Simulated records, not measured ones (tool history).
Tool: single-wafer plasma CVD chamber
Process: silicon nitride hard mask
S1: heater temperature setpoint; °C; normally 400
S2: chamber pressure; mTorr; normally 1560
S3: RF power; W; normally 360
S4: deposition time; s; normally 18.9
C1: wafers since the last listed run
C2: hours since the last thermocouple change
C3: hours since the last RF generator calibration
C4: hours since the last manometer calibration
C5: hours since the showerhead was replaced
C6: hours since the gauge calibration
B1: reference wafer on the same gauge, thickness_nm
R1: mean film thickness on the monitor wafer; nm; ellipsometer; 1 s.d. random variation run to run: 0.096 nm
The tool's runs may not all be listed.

{"run": 1, "day": 0.0, "S1": 400, "S2": 1560, "S3": 360, "S4": 18.9, "C1": 0, "C2": 2838.9, "C3": 1654.9, "C4": 1887.1, "C5": 7527.1, "C6": 157.8, "B1": 21.512, "R1": 23.905}
{"run": 2, "day": 1.017, "S1": 400, "S2": 1560, "S3": 360, "S4": 18.9, "C1": 1001, "C2": 2863.3, "C3": 1679.3, "C4": 1911.5, "C5": 7551.5, "C6": 182.2, "B1": 21.496, "R1": 23.674}
{"day": 1.538, "done": "thermocouple changed; heater temperature recalibrated"}
{"run": 3, "day": 2.321, "S1": 400, "S2": 1560, "S3": 400, "S4": 18.9, "C1": 956, "C2": 18.8, "C3": 1710.6, "C4": 1942.8, "C5": 7582.8, "C6": 213.5, "B1": 21.492, "R1": 25.252}
{"run": 4, "day": 3.179, "S1": 400, "S2": 1560, "S3": 400, "S4": 18.9, "C1": 845, "C2": 39.4, "C3": 1731.2, "C4": 1963.4, "C5": 7603.4, "C6": 234.1, "B1": 21.496, "R1": 25.235}
{"day": 4.021, "done": "showerhead replaced, of another model than before"}
{"run": 5, "day": 4.367, "S1": 411, "S2": 1860, "S3": 360, "S4": 17.4, "C1": 841, "C2": 67.9, "C3": 1759.7, "C4": 1991.9, "C5": 8.3, "C6": 262.6, "B1": 21.458, "R1": 23.813}
{"day": 6.633, "done": "RF generator calibrated"}
{"run": 6, "day": 8.25, "S1": 400, "S2": 1190, "S3": 340, "S4": 21.4, "C1": 3498, "C2": 161.1, "C3": 38.8, "C4": 2085.1, "C5": 101.5, "C6": 355.8, "B1": 21.518, "R1": 16.775}
{"run": 7, "day": 9.208, "S1": 400, "S2": 1560, "S3": 360, "S4": 18.9, "C1": 944, "C2": 184.1, "C3": 61.8, "C4": 2108.1, "C5": 124.5, "C6": 378.8, "B1": 21.495, "R1": 23.008}
{"run": 8, "day": 10.254, "S1": 414, "S2": 1840, "S3": 295, "S4": 21.4, "C1": 1030, "C2": 209.2, "C3": 86.9, "C4": 2133.2, "C5": 149.6, "C6": 403.9, "B1": 21.503, "R1": 23.59}
{"run": 9, "day": 11.592, "S1": 400, "S2": 1560, "S3": 360, "S4": 18.9, "C1": 1318, "C2": 241.3, "C3": 119.0, "C4": 2165.3, "C5": 181.7, "C6": 436.0, "B1": 21.504, "R1": 23.102}
{"run": 10, "day": 12.554, "S1": 400, "S2": 1840, "S3": 360, "S4": 18.9, "C1": 948, "C2": 264.4, "C3": 142.1, "C4": 2188.4, "C5": 204.8, "C6": 459.1, "B1": 21.488, "R1": 25.564}
{"run": 11, "day": 13.775, "S1": 400, "S2": 1560, "S3": 360, "S4": 17.2, "C1": 1203, "C2": 293.7, "C3": 171.4, "C4": 2217.7, "C5": 234.1, "C6": 488.4, "B1": 21.516, "R1": 20.747}
{"run": 12, "day": 14.642, "S1": 400, "S2": 1560, "S3": 360, "S4": 18.9, "C1": 854, "C2": 314.5, "C3": 192.2, "C4": 2238.5, "C5": 254.9, "C6": 509.2, "B1": 21.515, "R1": 22.881}
{"run": 13, "day": 15.854, "S1": 400, "S2": 1560, "S3": 290, "S4": 18.9, "C1": 1194, "C2": 343.6, "C3": 221.3, "C4": 2267.6, "C5": 284.0, "C6": 538.3, "B1": 21.475, "R1": 18.327}
{"run": 14, "day": 16.854, "S1": 400, "S2": 1800, "S3": 415, "S4": 18.9, "C1": 985, "C2": 367.6, "C3": 245.3, "C4": 2291.6, "C5": 308.0, "C6": 562.3, "B1": 21.484, "R1": 28.64}
{"run": 15, "day": 18.246, "S1": 415, "S2": 1230, "S3": 360, "S4": 18.9, "C1": 1371, "C2": 401.0, "C3": 278.7, "C4": 2325.0, "C5": 341.4, "C6": 595.7, "B1": 21.498, "R1": 16.588}
{"day": 19.396, "done": "capacitance manometer re-zeroed and calibrated"}
{"run": 16, "day": 19.542, "S1": 406, "S2": 1560, "S3": 360, "S4": 16.2, "C1": 948, "C2": 432.1, "C3": 309.8, "C4": 3.5, "C5": 372.5, "C6": 626.8, "B1": 21.531, "R1": 20.567}
{"run": 17, "day": 20.05, "S1": 400, "S2": 1210, "S3": 360, "S4": 17.6, "C1": 500, "C2": 444.3, "C3": 322.0, "C4": 15.7, "C5": 384.7, "C6": 639.0, "B1": 21.482, "R1": 16.444}
{"run": 18, "day": 21.067, "S1": 395, "S2": 1790, "S3": 290, "S4": 18.9, "C1": 1001, "C2": 468.7, "C3": 346.4, "C4": 40.1, "C5": 409.1, "C6": 663.4, "B1": 21.487, "R1": 21.125}
{"run": 19, "day": 22.142, "S1": 400, "S2": 1560, "S3": 360, "S4": 18.9, "C1": 1059, "C2": 494.5, "C3": 372.2, "C4": 65.9, "C5": 434.9, "C6": 689.2, "B1": 21.501, "R1": 24.159}
{"run": 20, "day": 26.325, "S1": 400, "S2": 1560, "S3": 360, "S4": 18.9, "C1": 4122, "C2": 594.9, "C3": 472.6, "C4": 166.3, "C5": 535.3, "C6": 789.6, "B1": 21.478, "R1": 24.229}
{"run": 21, "day": 27.771, "S1": 400, "S2": 1560, "S3": 360, "S4": 18.9, "C1": 1424, "C2": 629.6, "C3": 507.3, "C4": 201.0, "C5": 570.0, "C6": 824.3, "B1": 21.494, "R1": 24.19}
{"run": 22, "day": 29.088, "S1": 400, "S2": 1560, "S3": 360, "S4": 20.1, "C1": 1297, "C2": 661.2, "C3": 538.9, "C4": 232.6, "C5": 601.6, "C6": 855.9, "B1": 21.499, "R1": 25.525}
{"run": 23, "day": 29.962, "S1": 396, "S2": 1400, "S3": 360, "S4": 18.9, "C1": 862, "C2": 682.2, "C3": 559.9, "C4": 253.6, "C5": 622.6, "C6": 876.9, "B1": 21.494, "R1": 21.811}
{"run": 24, "day": 31.15, "S1": 400, "S2": 1560, "S3": 360, "S4": 17.5, "C1": 1170, "C2": 710.7, "C3": 588.4, "C4": 282.1, "C5": 651.1, "C6": 905.4, "B1": 21.499, "R1": 22.388}
{"run": 25, "day": 32.188, "S1": 391, "S2": 1180, "S3": 360, "S4": 21.1, "C1": 1022, "C2": 735.6, "C3": 613.3, "C4": 307.0, "C5": 676.0, "C6": 930.3, "B1": 21.504, "R1": 18.536}
{"day": 32.233, "done": "gauge calibrated"}
{"run": 26, "day": 33.462, "S1": 400, "S2": 1560, "S3": 360, "S4": 18.9, "C1": 1256, "C2": 766.2, "C3": 643.9, "C4": 337.6, "C5": 706.6, "C6": 29.5, "B1": 21.5, "R1": 24.115}
{"run": 27, "day": 34.429, "S1": 400, "S2": 1300, "S3": 360, "S4": 18.9, "C1": 952, "C2": 789.4, "C3": 667.1, "C4": 360.8, "C5": 729.8, "C6": 52.7, "B1": 21.488, "R1": 19.926}
{"run": 28, "day": 35.75, "S1": 412, "S2": 1560, "S3": 360, "S4": 18.9, "C1": 1301, "C2": 821.1, "C3": 698.8, "C4": 392.5, "C5": 761.5, "C6": 84.4, "B1": 21.506, "R1": 24.029}

4 ways to go on from here, each from the tool as it stands after run 28. What would each give?
{"run": "A", "day": 35.767, "S1": 400, "S2": 1880, "S3": 360, "S4": 18.9, "C1": 16, "C2": 821.5, "C3": 699.2, "C4": 392.9, "C5": 761.9, "C6": 84.8, "B1": "?", "R1": "?"}
{"run": "B", "day": 35.767, "S1": 410, "S2": 1900, "S3": 335, "S4": 21.3, "C1": 16, "C2": 821.5, "C3": 699.2, "C4": 392.9, "C5": 761.9, "C6": 84.8, "B1": "?", "R1": "?"}
{"run": "C", "day": 35.767, "S1": 392, "S2": 1560, "S3": 425, "S4": 20.4, "C1": 16, "C2": 821.5, "C3": 699.2, "C4": 392.9, "C5": 761.9, "C6": 84.8, "B1": "?", "R1": "?"}
{"run": "D", "day": 35.767, "S1": 400, "S2": 1560, "S3": 325, "S4": 21.6, "C1": 16, "C2": 821.5, "C3": 699.2, "C4": 392.9, "C5": 761.9, "C6": 84.8, "B1": "?", "R1": "?"}

run=A B1=21.489 R1=27.147
run=B B1=21.489 R1=28.554
run=C B1=21.489 R1=30.157
run=D B1=21.489 R1=24.966
Without the tool's hidden state the same runs would have given:
run=A R1=27.172
run=B R1=28.576
run=C R1=30.189
run=D R1=24.993
